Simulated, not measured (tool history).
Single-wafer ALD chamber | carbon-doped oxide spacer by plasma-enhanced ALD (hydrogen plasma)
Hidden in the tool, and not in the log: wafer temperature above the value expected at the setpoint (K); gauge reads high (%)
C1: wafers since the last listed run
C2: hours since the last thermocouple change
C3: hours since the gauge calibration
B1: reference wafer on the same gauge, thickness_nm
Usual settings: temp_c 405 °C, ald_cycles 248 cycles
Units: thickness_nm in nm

Run 1, hour 0: usual settings; C1 0; C2 1259.1; C3 332.3; B1 13.297. Result: thickness_nm 13.964 nm.
Run 2, hour 289.8: usual settings but temp_c 417 °C, ald_cycles 269 cycles; C1 506; C2 1548.9; C3 622.1; B1 13.3. Result: thickness_nm 14.509 nm.
Run 3, hour 371.4: usual settings but temp_c 417 °C, ald_cycles 269 cycles; C1 142; C2 1630.5; C3 703.7; B1 13.291. Result: thickness_nm 14.563 nm.
At hour 438.5: thermocouple changed; heater temperature recalibrated.
Run 4, hour 464.2: usual settings but ald_cycles 219 cycles; C1 148; C2 25.7; C3 796.5; B1 13.291. Result: thickness_nm 12.094 nm.
Run 5, hour 544.3: usual settings but temp_c 396 °C; C1 139; C2 105.8; C3 876.6; B1 13.295. Result: thickness_nm 13.903 nm.
Run 6, hour 651.5: usual settings but temp_c 400 °C; C1 187; C2 213; C3 983.8; B1 13.281. Result: thickness_nm 13.835 nm.
Run 7, hour 752.7: usual settings; C1 176; C2 314.2; C3 1085; B1 13.297. Result: thickness_nm 13.731 nm.
Run 8, hour 829.8: usual settings; C1 134; C2 391.3; C3 1162.1; B1 13.307. Result: thickness_nm 13.721 nm.
Run 9, hour 868.2: usual settings; C1 67; C2 429.7; C3 1200.5; B1 13.298. Result: thickness_nm 13.863 nm.
Run 10, hour 959.5: usual settings; C1 159; C2 521; C3 1291.8; B1 13.305. Result: thickness_nm 13.678 nm.
Run 11, hour 1032.4: usual settings but temp_c 415 °C; C1 127; C2 593.9; C3 1364.7; B1 13.292. Result: thickness_nm 13.367 nm.
Run 12, hour 1090.6: usual settings; C1 101; C2 652.1; C3 1422.9; B1 13.312. Result: thickness_nm 13.842 nm.
Run 13, hour 1166.5: usual settings; C1 132; C2 728; C3 1498.8; B1 13.304. Result: thickness_nm 13.804 nm.
Run 14, hour 1241.6: usual settings; C1 131; C2 803.1; C3 1573.9; B1 13.297. Result: thickness_nm 13.843 nm.
Run 15, hour 1287.7: usual settings; C1 80; C2 849.2; C3 1620; B1 13.306. Result: thickness_nm 13.807 nm.
Run 16, hour 1391.1: usual settings but ald_cycles 217 cycles; C1 180; C2 952.6; C3 1723.4; B1 13.295. Result: thickness_nm 12.095 nm.
Run 17, hour 1494.8: usual settings but ald_cycles 217 cycles; C1 181; C2 1056.3; C3 1827.1; B1 13.31. Result: thickness_nm 12.239 nm.
Run 18, hour 1557.4: usual settings but ald_cycles 217 cycles; C1 109; C2 1118.9; C3 1889.7; B1 13.299. Result: thickness_nm 12.141 nm.
Run 19, hour 1641.6: usual settings; C1 147; C2 1203.1; C3 1973.9; B1 13.3. Result: thickness_nm 13.941 nm.
Run 20, hour 1772.4: usual settings but temp_c 393 °C, ald_cycles 261 cycles; C1 228; C2 1333.9; C3 2104.7; B1 13.298. Result: thickness_nm 14.576 nm.
At hour 1861.4: gauge calibrated.
At hour 1863: thermocouple changed; heater temperature recalibrated.
Run 21, hour 1868: usual settings; C1 153; C2 5; C3 6.6; B1 13.286. Result: thickness_nm 13.76 nm.
Run 22, hour 1929.9: usual settings but temp_c 395 °C, ald_cycles 224 cycles; C1 108; C2 66.9; C3 68.5; B1 13.298. Result: thickness_nm 12.638 nm.
Run 23, hour 2018.1: usual settings but temp_c 414 °C, ald_cycles 293 cycles; C1 154; C2 155.1; C3 156.7; B1 13.309. Result: thickness_nm 15.795 nm.
Run 24, hour 2102.2: usual settings but temp_c 412 °C, ald_cycles 212 cycles; C1 146; C2 239.2; C3 240.8; B1 13.291. Result: thickness_nm 11.522 nm.
Run 25, hour 2163.9: usual settings but temp_c 396 °C; C1 107; C2 300.9; C3 302.5; B1 13.292. Result: thickness_nm 13.934 nm.
Run 26, hour 2223.3: usual settings; C1 103; C2 360.3; C3 361.9; B1 13.295. Result: thickness_nm 13.802 nm.
Run 27, hour 2298.1: usual settings but temp_c 414 °C, ald_cycles 219 cycles; C1 130; C2 435.1; C3 436.7; B1 13.302. Result: thickness_nm 11.84 nm.
Run 28, hour 2372.9: usual settings but temp_c 420 °C, ald_cycles 227 cycles; C1 130; C2 509.9; C3 511.5; B1 13.291. Result: thickness_nm 12.079 nm.
Run 29, hour 2455.2: usual settings but ald_cycles 285 cycles; C1 143; C2 592.2; C3 593.8; B1 13.31. Result: thickness_nm 15.89 nm.
Run 30, hour 2554.6: usual settings but temp_c 413 °C, ald_cycles 262 cycles; C1 173; C2 691.6; C3 693.2; B1 13.308. Result: thickness_nm 14.295 nm.
Run 31, hour 2591.2: usual settings but temp_c 417 °C, ald_cycles 291 cycles; C1 63; C2 728.2; C3 729.8; B1 13.295. Result: thickness_nm 15.66 nm.
Run 32, hour 2627.6: usual settings but temp_c 413 °C, ald_cycles 202 cycles; C1 63; C2 764.6; C3 766.2; B1 13.296. Result: thickness_nm 11.018 nm.
Run 33, hour 2723.3: usual settings; C1 167; C2 860.3; C3 861.9; B1 13.308. Result: thickness_nm 13.893 nm.
Run 34, hour 2815.1: usual settings but temp_c 412 °C, ald_cycles 280 cycles; C1 160; C2 952.1; C3 953.7; B1 13.297. Result: thickness_nm 15.352 nm.
Run 35, hour 2882.3: usual settings; C1 117; C2 1019.3; C3 1020.9; B1 13.299. Result: thickness_nm 13.934 nm.
Run 36, hour 2943.2: usual settings but ald_cycles 233 cycles; C1 106; C2 1080.2; C3 1081.8; B1 13.302. Result: thickness_nm 12.987 nm.

5 ways to go on from here, each from the tool as it stands after run 36. What would each give?
Run A, hour 2944: usual settings but temp_c 410 °C; C1 1; C2 1081; C3 1082.6; B1 ?. Result: thickness_nm ?.
Run B, hour 2944: usual settings but temp_c 418 °C, ald_cycles 277 cycles; C1 1; C2 1081; C3 1082.6; B1 ?. Result: thickness_nm ?.
Run C, hour 2944: usual settings but temp_c 416 °C, ald_cycles 287 cycles; C1 1; C2 1081; C3 1082.6; B1 ?. Result: thickness_nm ?.
Run D, hour 2944: usual settings but temp_c 419 °C; C1 1; C2 1081; C3 1082.6; B1 ?. Result: thickness_nm ?.
Run E, hour 2944: usual settings but ald_cycles 222 cycles; C1 1; C2 1081; C3 1082.6; B1 ?. Result: thickness_nm ?.

run      B1  thickness_nm
  A  13.314        13.734
  B  13.314        14.914
  C  13.314        15.563
  D  13.314        13.305
  E  13.314        12.461
Without the tool's hidden state the same runs would have given:
run  thickness_nm
  A        13.474
  B        14.624
  C        15.262
  D        13.045
  E        12.274
